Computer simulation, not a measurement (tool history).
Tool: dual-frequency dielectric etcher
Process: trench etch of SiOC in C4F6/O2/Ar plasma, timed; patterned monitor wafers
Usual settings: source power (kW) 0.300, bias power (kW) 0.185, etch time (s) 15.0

run    hour  source power (kW)  bias power (kW)  etch time (s)  wafers since the last listed run  hours since the last wet clean  hours since the last source power generator calibration  hours since the last bias power generator calibration  hours since the last upper electrode change  hours since the gauge calibration  read-back reference wafer on the same gauge, depth_nm  mean etch depth across the wafer (Å)
  1     0.0              0.300            0.185           15.0                                 0                           359.1                                                   2001.7                                                  812.9                                       1520.1                             1331.3                                                  24.89                                 275.1
  2    59.6              0.300            0.185           15.0                               851                           418.7                                                   2061.3                                                  872.5                                       1579.7                             1390.9                                                  24.89                                 276.4
      204.4  -- wet clean of the chamber
  3   204.9              0.300            0.185           15.0                              1733                             0.5                                                   2206.6                                                 1017.8                                       1725.0                             1536.2                                                  24.91                                 275.5
  4   230.1              0.300            0.185           15.0                               360                            25.7                                                   2231.8                                                 1043.0                                       1750.2                             1561.4                                                  24.89                                 274.6
  5   271.9              0.300            0.185           15.0                               597                            67.5                                                   2273.6                                                 1084.8                                       1792.0                             1603.2                                                  24.88                                 275.6
  6   372.4              0.300            0.199           15.0                              1436                           168.0                                                   2374.1                                                 1185.3                                       1892.5                             1703.7                                                  24.91                                 281.4
  7   470.4              0.300            0.199           15.0                              1400                           266.0                                                   2472.1                                                 1283.3                                       1990.5                             1801.7                                                  24.89                                 280.1
  8   572.0              0.300            0.185           16.5                              1452                           367.6                                                   2573.7                                                 1384.9                                       2092.1                             1903.3                                                  24.89                                 302.5
  9   806.9              0.300            0.185           16.5                              3357                           602.5                                                   2808.6                                                 1619.8                                       2327.0                             2138.2                                                  24.89                                 303.0
      875.1  -- wet clean of the chamber
 10   875.6              0.300            0.185           16.5                               638                             0.5                                                   2877.3                                                 1688.5                                       2395.7                             2206.9                                                  24.92                                 304.3
 11   918.2              0.300            0.165           15.0                               608                            43.1                                                   2919.9                                                 1731.1                                       2438.3                             2249.5                                                  24.89                                 267.6
 12   967.1              0.300            0.165           15.0                               699                            92.0                                                   2968.8                                                 1780.0                                       2487.2                             2298.4                                                  24.88                                 268.2
 13  1045.8              0.350            0.185           15.0                              1124                           170.7                                                   3047.5                                                 1858.7                                       2565.9                             2377.1                                                  24.89                                 291.4
 14  1120.3              0.350            0.185           15.0                              1064                           245.2                                                   3122.0                                                 1933.2                                       2640.4                             2451.6                                                  24.91                                 293.0
     1196.9  -- gauge calibrated
 15  1199.9              0.260            0.225           13.0                              1137                           324.8                                                   3201.6                                                 2012.8                                       2720.0                                3.0                                                  24.93                                 238.8
 16  1280.3              0.300            0.185           15.0                              1149                           405.2                                                   3282.0                                                 2093.2                                       2800.4                               83.4                                                  24.90                                 274.5

The next listed run, before its measurement:
 17  1488.2              0.350            0.185           15.0                              2971                           613.1                                                   3489.9                                                 2301.1                                       3008.3                              291.3                                                      ?                                     ?

Run 17 gave read-back reference wafer on the same gauge, depth_nm 24.90, mean etch depth across the wafer (Å) 291.2.
Without the tool's hidden state the same run would have given mean etch depth across the wafer (Å) 285.2.

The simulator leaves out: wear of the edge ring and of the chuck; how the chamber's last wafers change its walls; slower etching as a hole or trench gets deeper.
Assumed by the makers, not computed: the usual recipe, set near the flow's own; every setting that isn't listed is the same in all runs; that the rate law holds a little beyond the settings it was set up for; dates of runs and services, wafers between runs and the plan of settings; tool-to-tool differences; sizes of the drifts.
